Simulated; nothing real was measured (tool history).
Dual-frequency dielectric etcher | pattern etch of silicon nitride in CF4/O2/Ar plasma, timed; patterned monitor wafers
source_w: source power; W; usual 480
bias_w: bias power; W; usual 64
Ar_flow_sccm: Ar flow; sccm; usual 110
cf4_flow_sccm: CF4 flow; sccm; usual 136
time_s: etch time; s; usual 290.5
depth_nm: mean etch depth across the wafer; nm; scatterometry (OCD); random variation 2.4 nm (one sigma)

| run | hour | source_w | bias_w | Ar_flow_sccm | cf4_flow_sccm | time_s | wafers since the last listed run | hours since the last wet clean | hours since the last source power generator calibration | hours since the last bias power generator calibration | hours since the last Ar flow controller change | hours since the last CF4 flow controller change | hours since the last upper electrode change | hours since the gauge calibration | read-back reference wafer on the same gauge, depth_nm | depth_nm |
|---|---|---|---|---|---|---|---|---|---|---|---|---|---|---|---|---|
| 1 | 0 | 480 | 64 | 110 | 136 | 290.5 | 0 | 28.6 | 3910.5 | 3718.4 | 4974.3 | 4465.5 | 4231.7 | 463.5 | 600.7 | 578 |
| 2 | 55.2 | 480 | 64 | 110 | 136 | 290.5 | 241 | 83.8 | 3965.7 | 3773.6 | 5029.5 | 4520.7 | 4286.9 | 518.7 | 601.1 | 576 |
| 3 | 125.2 | 480 | 64 | 110 | 136 | 290.5 | 306 | 153.8 | 4035.7 | 3843.6 | 5099.5 | 4590.7 | 4356.9 | 588.7 | 600.4 | 568.8 |
| 4 | 176.1 | 480 | 64 | 110 | 136 | 290.5 | 223 | 204.7 | 4086.6 | 3894.5 | 5150.4 | 4641.6 | 4407.8 | 639.6 | 600.5 | 571 |
| 5 | 241.3 | 480 | 64 | 110 | 113 | 290.5 | 285 | 269.9 | 4151.8 | 3959.7 | 5215.6 | 4706.8 | 4473 | 704.8 | 600.9 | 558.1 |
|  | 288.5 | upper electrode replaced |
| 6 | 297.4 | 480 | 64 | 110 | 113 | 290.5 | 140 | 326 | 4207.9 | 4015.8 | 5271.7 | 4762.9 | 8.9 | 760.9 | 600.5 | 555.6 |
| 7 | 327.7 | 480 | 64 | 110 | 136 | 290.5 | 132 | 356.3 | 4238.2 | 4046.1 | 5302 | 4793.2 | 39.2 | 791.2 | 600 | 563.2 |
|  | 336.4 | CF4 flow controller replaced |
| 8 | 393.3 | 480 | 69 | 110 | 136 | 290.5 | 261 | 421.9 | 4303.8 | 4111.7 | 5367.6 | 56.9 | 104.8 | 856.8 | 600.9 | 576.3 |
|  | 422 | Ar flow controller replaced |
| 9 | 438.2 | 520 | 64 | 85 | 112 | 234.5 | 170 | 466.8 | 4348.7 | 4156.6 | 16.2 | 101.8 | 149.7 | 901.7 | 600.3 | 494.4 |
|  | 448 | gauge calibrated |
| 10 | 464.9 | 400 | 75 | 110 | 136 | 290.5 | 117 | 493.5 | 4375.4 | 4183.3 | 42.9 | 128.5 | 176.4 | 16.9 | 601.2 | 494.5 |
|  | 518.4 | bias power generator calibrated |
|  | 518.7 | wet clean of the chamber |
| 11 | 519.2 | 480 | 60 | 110 | 136 | 211 | 219 | 0.5 | 4429.7 | 0.8 | 97.2 | 182.8 | 230.7 | 71.2 | 600.7 | 410.9 |
|  | 540.3 | source power generator calibrated |
| 12 | 588.9 | 480 | 64 | 110 | 136 | 290.5 | 287 | 70.2 | 48.6 | 70.5 | 166.9 | 252.5 | 300.4 | 140.9 | 600.7 | 580.1 |
| 13 | 657.8 | 480 | 69 | 110 | 136 | 290.5 | 301 | 139.1 | 117.5 | 139.4 | 235.8 | 321.4 | 369.3 | 209.8 | 600.5 | 599.1 |
| 14 | 688.3 | 480 | 52 | 129 | 136 | 290.5 | 133 | 169.6 | 148 | 169.9 | 266.3 | 351.9 | 399.8 | 240.3 | 600.6 | 505.7 |
| 15 | 756.4 | 440 | 64 | 91 | 136 | 336 | 298 | 237.7 | 216.1 | 238 | 334.4 | 420 | 467.9 | 308.4 | 602.1 | 618.9 |
| 16 | 790.4 | 560 | 59 | 110 | 136 | 241.5 | 148 | 271.7 | 250.1 | 272 | 368.4 | 454 | 501.9 | 342.4 | 601.4 | 534 |

Some steps in depth_nm between neighbouring runs. How much of each would the tool show without its hidden state too (settings, what came in, random variation), and how much is left for the hidden state, with any gauge scatter that isn't in both results?
The hidden state here: etch rate over this chamber's usual, %; source power that arrives over what is set, %; bias power that arrives over what is set, %; Ar flow that arrives over what is set, %; CF4 flow that arrives over what is set, %; gauge reads high (%).
Run 10 -> 11: source_w 400 -> 480, bias_w 75 -> 60, time_s 290.5 -> 211, bias power generator calibrated, wet clean of the chamber. depth_nm -83.6 nm: hidden state +29.1, all else -112.7.
Run 11 -> 12: bias_w 60 -> 64, time_s 211 -> 290.5, source power generator calibrated. depth_nm +169.2 nm: hidden state -3.3, all else +172.5.

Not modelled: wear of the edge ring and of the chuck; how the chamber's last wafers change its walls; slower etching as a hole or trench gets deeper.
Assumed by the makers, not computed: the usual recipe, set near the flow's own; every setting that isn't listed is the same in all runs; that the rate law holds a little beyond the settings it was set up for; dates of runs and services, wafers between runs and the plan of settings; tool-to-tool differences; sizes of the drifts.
